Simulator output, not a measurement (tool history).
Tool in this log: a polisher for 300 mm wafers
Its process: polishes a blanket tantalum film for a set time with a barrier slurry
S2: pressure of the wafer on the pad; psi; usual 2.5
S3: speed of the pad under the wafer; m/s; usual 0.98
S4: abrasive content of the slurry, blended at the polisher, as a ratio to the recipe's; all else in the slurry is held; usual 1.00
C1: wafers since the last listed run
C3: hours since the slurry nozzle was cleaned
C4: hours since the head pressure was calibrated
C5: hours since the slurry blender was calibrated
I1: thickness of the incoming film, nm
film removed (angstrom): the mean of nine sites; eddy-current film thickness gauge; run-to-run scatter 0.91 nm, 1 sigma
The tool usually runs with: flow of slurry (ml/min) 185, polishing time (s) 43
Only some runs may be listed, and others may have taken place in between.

Run 1, hour 0.0: usual settings; C1 0; wafers polished on this pad 5; C3 255.1; C4 201.6; C5 210.7; I1 248.2. Result: film removed (angstrom) 821.
Run 2, hour 63.3: usual settings; C1 666; wafers polished on this pad 672; C3 318.4; C4 264.9; C5 274.0; I1 254.5. Result: film removed (angstrom) 796.
Run 3, hour 109.0: usual settings; C1 481; wafers polished on this pad 1153; C3 364.1; C4 310.6; C5 319.7; I1 246.4. Result: film removed (angstrom) 802.
At hour 134.3: slurry blender recalibrated.
Run 4, hour 173.7: usual settings; C1 660; wafers polished on this pad 1814; C3 428.8; C4 375.3; C5 39.4; I1 245.3. Result: film removed (angstrom) 770.
Run 5, hour 199.8: usual settings but flow of slurry (ml/min) 145, S4 1.15; C1 274; wafers polished on this pad 2089; C3 454.9; C4 401.4; C5 65.5; I1 249.3. Result: film removed (angstrom) 801.
Run 6, hour 262.9: usual settings but flow of slurry (ml/min) 145, S4 1.15; C1 664; wafers polished on this pad 2754; C3 518.0; C4 464.5; C5 128.6; I1 246.2. Result: film removed (angstrom) 773.
Run 7, hour 298.7: usual settings but flow of slurry (ml/min) 145, S4 1.15; C1 377; wafers polished on this pad 3131; C3 553.8; C4 500.3; C5 164.4; I1 252.2. Result: film removed (angstrom) 754.
At hour 329.8: slurry nozzle cleaned.
At hour 346.5: worn pad replaced by a new one, of another model than before.
Run 8, hour 353.1: usual settings; C1 520; wafers polished on this pad 69; C3 23.3; C4 554.7; C5 218.8; I1 251.7. Result: film removed (angstrom) 800.
At hour 384.4: head pressure recalibrated.
Run 9, hour 410.7: usual settings but polishing time (s) 36; C1 585; wafers polished on this pad 655; C3 80.9; C4 26.3; C5 276.4; I1 244.8. Result: film removed (angstrom) 656.
Run 10, hour 452.1: usual settings but polishing time (s) 36; C1 436; wafers polished on this pad 1091; C3 122.3; C4 67.7; C5 317.8; I1 250.6. Result: film removed (angstrom) 648.
Run 11, hour 524.0: usual settings; C1 757; wafers polished on this pad 1849; C3 194.2; C4 139.6; C5 389.7; I1 248.3. Result: film removed (angstrom) 761.
At hour 548.0: slurry blender recalibrated.
Run 12, hour 550.9: usual settings; C1 262; wafers polished on this pad 2111; C3 221.1; C4 166.5; C5 2.9; I1 247.2. Result: film removed (angstrom) 761.
Run 13, hour 618.6: usual settings but S2 1.8 psi, S3 1.12 m/s; C1 713; wafers polished on this pad 2824; C3 288.8; C4 234.2; C5 70.6; I1 245.6. Result: film removed (angstrom) 715.
Run 14, hour 673.6: usual settings but S2 3.1 psi, S3 1.26 m/s, polishing time (s) 57; C1 579; wafers polished on this pad 3404; C3 343.8; C4 289.2; C5 125.6; I1 253.7. Result: film removed (angstrom) 1380.
At hour 693.4: worn pad replaced by a new one.
Run 15, hour 720.5: usual settings; C1 451; wafers polished on this pad 285; C3 390.7; C4 336.1; C5 172.5; I1 244.6. Result: film removed (angstrom) 800.
Run 16, hour 885.7: usual settings; C1 1740; wafers polished on this pad 2026; C3 555.9; C4 501.3; C5 337.7; I1 249.5. Result: film removed (angstrom) 767.
At hour 929.2: slurry blender recalibrated.
At hour 964.8: slurry nozzle cleaned.
Run 17, hour 970.6: usual settings but polishing time (s) 30; C1 862; wafers polished on this pad 2889; C3 5.8; C4 586.2; C5 41.4; I1 252.1. Result: film removed (angstrom) 513.
Run 18, hour 996.3: usual settings; C1 270; wafers polished on this pad 3160; C3 31.5; C4 611.9; C5 67.1; I1 252.2. Result: film removed (angstrom) 738.
At hour 1032.8: head pressure recalibrated.
Run 19, hour 1057.5: usual settings but flow of slurry (ml/min) 165, S3 1.16 m/s, S4 0.90, polishing time (s) 57; C1 623; wafers polished on this pad 3783; C3 92.7; C4 24.7; C5 128.3; I1 250.4. Result: film removed (angstrom) 1063.
At hour 1072.0: worn pad replaced by a new one.
Run 20, hour 1093.4: usual settings; C1 336; wafers polished on this pad 225; C3 128.6; C4 60.6; C5 164.2; I1 250.6. Result: film removed (angstrom) 808.
Run 21, hour 1160.9: usual settings but flow of slurry (ml/min) 215; C1 711; wafers polished on this pad 936; C3 196.1; C4 128.1; C5 231.7; I1 253.3. Result: film removed (angstrom) 820.
Run 22, hour 1196.3: usual settings; C1 372; wafers polished on this pad 1309; C3 231.5; C4 163.5; C5 267.1; I1 245.9. Result: film removed (angstrom) 800.
Run 23, hour 1231.4: usual settings but flow of slurry (ml/min) 155, S2 2.2 psi, polishing time (s) 56; C1 369; wafers polished on this pad 1679; C3 266.6; C4 198.6; C5 302.2; I1 251.7. Result: film removed (angstrom) 896.
Run 24, hour 1299.2: usual settings but S2 2.8 psi; C1 714; wafers polished on this pad 2393; C3 334.4; C4 266.4; C5 370.0; I1 249.6. Result: film removed (angstrom) 807.
Run 25, hour 1342.0: usual settings; C1 450; wafers polished on this pad 2844; C3 377.2; C4 309.2; C5 412.8; I1 247.0. Result: film removed (angstrom) 761.
At hour 1348.9: slurry blender recalibrated.
Run 26, hour 1391.3: usual settings but flow of slurry (ml/min) 220, S4 0.75, polishing time (s) 31; C1 498; wafers polished on this pad 3342; C3 426.5; C4 358.5; C5 42.4; I1 250.2. Result: film removed (angstrom) 481.
Run 27, hour 1451.2: usual settings but polishing time (s) 55; C1 631; wafers polished on this pad 3973; C3 486.4; C4 418.4; C5 102.3; I1 245.4. Result: film removed (angstrom) 935.
At hour 1494.6: worn pad replaced by a new one.
Run 28, hour 1541.6: usual settings but S3 0.66 m/s; C1 910; wafers polished on this pad 495; C3 576.8; C4 508.8; C5 192.7; I1 247.5. Result: film removed (angstrom) 542.
At hour 1577.1: slurry nozzle cleaned.
Run 29, hour 1577.6: usual settings but S3 0.66 m/s; C1 368; wafers polished on this pad 864; C3 0.5; C4 544.8; C5 228.7; I1 248.4. Result: film removed (angstrom) 536.
At hour 1605.3: head pressure recalibrated.
Run 30, hour 1612.0: usual settings but S3 0.88 m/s; C1 341; wafers polished on this pad 1205; C3 34.9; C4 6.7; C5 263.1; I1 246.9. Result: film removed (angstrom) 699.
Run 31, hour 1657.9: usual settings; C1 483; wafers polished on this pad 1689; C3 80.8; C4 52.6; C5 309.0; I1 248.7. Result: film removed (angstrom) 764.

Hidden state, per run?
slurry flow missing at the pad, %: 0 in every run
deviation of the head's pressure from its setpoint, %: 0 in every run
abrasive missing from the slurry, %: 0 in every run
H1: removal rate lost through wear of the pad, %
run     H1
  1  0.255
  2   2.17
  3   3.55
  4    5.5
  5   6.29
  6   8.19
  7   9.27
  8   2.51
  9   4.25
 10    5.5
 11   7.67
 12   8.48
 13   10.5
 14   12.2
 15   2.26
 16   7.25
 17   9.81
 18   10.6
 19   12.4
 20   1.49
 21   3.53
 22   4.59
 23   5.65
 24    7.7
 25   8.99
 26   10.5
 27   12.3
 28   2.42
 29   3.51
 30   4.55
 31   5.93
